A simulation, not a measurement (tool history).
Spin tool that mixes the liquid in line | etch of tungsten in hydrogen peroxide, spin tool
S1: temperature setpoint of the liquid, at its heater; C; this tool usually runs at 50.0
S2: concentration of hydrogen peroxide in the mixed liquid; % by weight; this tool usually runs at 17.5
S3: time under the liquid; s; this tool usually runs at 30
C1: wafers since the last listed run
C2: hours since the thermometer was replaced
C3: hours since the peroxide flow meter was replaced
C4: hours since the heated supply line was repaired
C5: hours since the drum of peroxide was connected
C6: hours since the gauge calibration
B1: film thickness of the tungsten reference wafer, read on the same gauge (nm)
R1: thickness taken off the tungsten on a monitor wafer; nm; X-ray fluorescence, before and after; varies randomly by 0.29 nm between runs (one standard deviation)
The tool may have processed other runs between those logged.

| run | hour | S1 | S2 | S3 | C1 | C2 | C3 | C4 | C5 | C6 | B1 | R1 |
|---|---|---|---|---|---|---|---|---|---|---|---|---|
| 1 | 0.0 | 50.0 | 17.5 | 30 | 0 | 245.3 | 278.0 | 585.4 | 346.0 | 177.8 | 80.00 | 82.00 |
| 2 | 45.3 | 50.0 | 17.5 | 30 | 435 | 290.6 | 323.3 | 630.7 | 391.3 | 223.1 | 79.98 | 82.59 |
| 3 | 152.8 | 50.0 | 17.5 | 30 | 1034 | 398.1 | 430.8 | 738.2 | 498.8 | 330.6 | 79.99 | 82.25 |
| 4 | 243.1 | 50.0 | 17.5 | 30 | 868 | 488.4 | 521.1 | 828.5 | 589.1 | 420.9 | 80.03 | 82.72 |
| 5 | 285.1 | 50.0 | 17.5 | 30 | 403 | 530.4 | 563.1 | 870.5 | 631.1 | 462.9 | 80.00 | 82.38 |
| 6 | 360.4 | 50.0 | 17.5 | 30 | 724 | 605.7 | 638.4 | 945.8 | 706.4 | 538.2 | 79.99 | 83.55 |
|  | 403.9 | thermometer replaced |
|  | 417.6 | heated supply line repaired |
| 7 | 458.4 | 50.0 | 17.5 | 30 | 923 | 54.5 | 736.4 | 40.8 | 804.4 | 636.2 | 79.98 | 83.45 |
|  | 645.6 | peroxide flow meter replaced |
| 8 | 735.8 | 50.0 | 17.5 | 30 | 2658 | 331.9 | 90.2 | 318.2 | 1081.8 | 913.6 | 80.00 | 81.52 |
| 9 | 839.4 | 54.5 | 17.5 | 50 | 996 | 435.5 | 193.8 | 421.8 | 1185.4 | 1017.2 | 79.99 | 177.89 |
|  | 885.8 | new drum of peroxide connected |
| 10 | 890.0 | 53.0 | 17.5 | 30 | 477 | 486.1 | 244.4 | 472.4 | 4.2 | 1067.8 | 80.00 | 98.58 |
|  | 894.9 | gauge calibrated |
| 11 | 936.9 | 50.0 | 17.5 | 30 | 451 | 533.0 | 291.3 | 519.3 | 51.1 | 42.0 | 80.00 | 81.90 |
|  | 954.8 | thermometer replaced |
| 12 | 1034.7 | 50.0 | 17.5 | 30 | 931 | 79.9 | 389.1 | 617.1 | 148.9 | 139.8 | 80.00 | 82.66 |
| 13 | 1080.7 | 54.0 | 15.0 | 15 | 442 | 125.9 | 435.1 | 663.1 | 194.9 | 185.8 | 79.98 | 48.62 |
| 14 | 1179.8 | 40.5 | 17.5 | 45 | 953 | 225.0 | 534.2 | 762.2 | 294.0 | 284.9 | 80.02 | 68.52 |
| 15 | 1218.7 | 50.0 | 17.5 | 30 | 374 | 263.9 | 573.1 | 801.1 | 332.9 | 323.8 | 79.99 | 83.42 |
| 16 | 1297.7 | 54.5 | 21.5 | 35 | 759 | 342.9 | 652.1 | 880.1 | 411.9 | 402.8 | 80.00 | 141.55 |

5 ways to go on from here, each from the tool as it stands after run 16. What would each give?
| A | 1298.1 | 58.0 | 17.5 | 30 | 3 | 343.3 | 652.5 | 880.5 | 412.3 | 403.2 | ? | ? |
| B | 1298.1 | 46.0 | 17.5 | 30 | 3 | 343.3 | 652.5 | 880.5 | 412.3 | 403.2 | ? | ? |
| C | 1298.1 | 50.0 | 20.0 | 50 | 3 | 343.3 | 652.5 | 880.5 | 412.3 | 403.2 | ? | ? |
| D | 1298.1 | 59.0 | 17.5 | 30 | 3 | 343.3 | 652.5 | 880.5 | 412.3 | 403.2 | ? | ? |
| E | 1298.1 | 50.0 | 22.0 | 30 | 3 | 343.3 | 652.5 | 880.5 | 412.3 | 403.2 | ? | ? |

| run | B1 | R1 |
|---|---|---|
| A | 79.97 | 134.73 |
| B | 79.97 | 65.27 |
| C | 79.97 | 148.96 |
| D | 79.97 | 142.77 |
| E | 79.97 | 93.74 |
Without the tool's hidden state the same runs would have given:
| run | R1 |
|---|---|
| A | 131.53 |
| B | 63.72 |
| C | 145.42 |
| D | 139.38 |
| E | 91.51 |

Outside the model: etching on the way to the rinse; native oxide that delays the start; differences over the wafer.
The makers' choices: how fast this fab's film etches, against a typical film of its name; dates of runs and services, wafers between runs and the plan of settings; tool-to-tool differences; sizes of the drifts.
